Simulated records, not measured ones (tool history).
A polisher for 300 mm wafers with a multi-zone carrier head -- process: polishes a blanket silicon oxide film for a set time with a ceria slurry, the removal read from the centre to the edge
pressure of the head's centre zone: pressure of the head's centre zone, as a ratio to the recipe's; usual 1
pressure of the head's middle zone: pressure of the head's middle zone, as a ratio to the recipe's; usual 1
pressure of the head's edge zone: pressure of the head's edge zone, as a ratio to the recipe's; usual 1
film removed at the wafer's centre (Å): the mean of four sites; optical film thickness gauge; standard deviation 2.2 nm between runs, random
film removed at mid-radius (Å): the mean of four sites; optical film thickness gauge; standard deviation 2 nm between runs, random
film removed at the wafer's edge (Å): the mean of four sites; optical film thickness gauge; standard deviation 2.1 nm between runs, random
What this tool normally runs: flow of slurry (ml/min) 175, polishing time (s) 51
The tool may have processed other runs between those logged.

run,hour,flow of slurry (ml/min),pressure of the head's centre zone,pressure of the head's middle zone,pressure of the head's edge zone,polishing time (s),wafers since the last listed run,wafers polished on this pad,hours since the slurry nozzle was cleaned,hours since the centre zone pressure was calibrated,hours since the edge zone pressure was calibrated,hours since the carrier head's membrane was replaced,"incoming thickness of the incoming film, nm",film removed at the wafer's centre (Å),film removed at mid-radius (Å),film removed at the wafer's edge (Å)
1,0,175,1,1,1,51,0,430,231.2,1069.1,1198.3,1194,1540,1628,1752,1701
# hour 22.9: worn pad replaced by a new one
2,33.8,175,1,1,1,51,428,156,265,1102.9,1232.1,1227.8,1561.8,1632,1741,1689
3,55.8,175,1,1,1,51,316,473,287,1124.9,1254.1,1249.8,1606.5,1622,1686,1627
4,72.5,175,1,1,1.03,51,240,713,303.7,1141.6,1270.8,1266.5,1544.3,1591,1642,1641
# hour 81.2: worn pad replaced by a new one
5,99.4,175,1,1,1.03,51,329,262,330.6,1168.5,1297.7,1293.4,1542.7,1500,1594,1553
# hour 101.1: slurry nozzle cleaned
# hour 106.1: carrier head's membrane replaced by a new one
6,120,175,1,1,1.03,51,210,472,18.9,1189.1,1318.3,13.9,1547.9,1480,1547,1513
# hour 138.1: centre zone pressure recalibrated
7,140.5,175,1,1,1,51,266,738,39.4,2.4,1338.8,34.4,1595.3,1421,1519,1445
# hour 147: worn pad replaced by a new one, repeated, since the last time left the tool worse
8,157.1,175,1,1,1,41,181,145,56,19,1355.4,51,1582.7,1355,1398,1349
9,177.5,175,1,1,1,51,293,438,76.4,39.4,1375.8,71.4,1581.5,1638,1722,1645
# hour 180.8: edge zone pressure recalibrated
10,202,175,1,1,1,51,323,762,100.9,63.9,21.2,95.9,1573.4,1589,1705,1594
# hour 215.6: worn pad replaced by a new one
11,226.9,175,0.97,1.11,1.08,44,300,162,125.8,88.8,46.1,120.8,1560.5,1409,1601,1491
12,258.7,175,1.06,1,1,51,457,620,157.6,120.6,77.9,152.6,1560.7,1729,1691,1666
# hour 280.4: worn pad replaced by a new one
13,280.9,175,1,1.11,1,59,261,6,179.8,142.8,100.1,174.8,1574.5,1980,2185,1984
14,301.3,175,1.07,1,1,51,293,300,200.2,163.2,120.5,195.2,1561.6,1743,1729,1667

Below are 5 alternative next runs, each starting from the tool's condition after run 14. Predict each:
A,301.7,175,1,1,1,51,5,306,200.6,163.6,120.9,195.6,1565.1,?,?,?
B,301.7,235,1.06,0.94,0.9,51,5,306,200.6,163.6,120.9,195.6,1565.1,?,?,?
C,301.7,195,1,1.05,0.9,51,5,306,200.6,163.6,120.9,195.6,1565.1,?,?,?
D,301.7,175,1,1.09,1.11,39,5,306,200.6,163.6,120.9,195.6,1565.1,?,?,?
E,301.7,200,1,0.96,1,51,5,306,200.6,163.6,120.9,195.6,1565.1,?,?,?

run,film removed at the wafer's centre (Å),film removed at mid-radius (Å),film removed at the wafer's edge (Å)
A,1643,1740,1662
B,1811,1735,1639
C,1669,1819,1611
D,1257,1405,1326
E,1674,1725,1684
Had the tool no hidden state, the same runs would have come out as:
run,film removed at the wafer's centre (Å),film removed at mid-radius (Å),film removed at the wafer's edge (Å)
A,1680,1779,1700
B,1852,1774,1676
C,1706,1860,1648
D,1285,1437,1356
E,1711,1764,1722

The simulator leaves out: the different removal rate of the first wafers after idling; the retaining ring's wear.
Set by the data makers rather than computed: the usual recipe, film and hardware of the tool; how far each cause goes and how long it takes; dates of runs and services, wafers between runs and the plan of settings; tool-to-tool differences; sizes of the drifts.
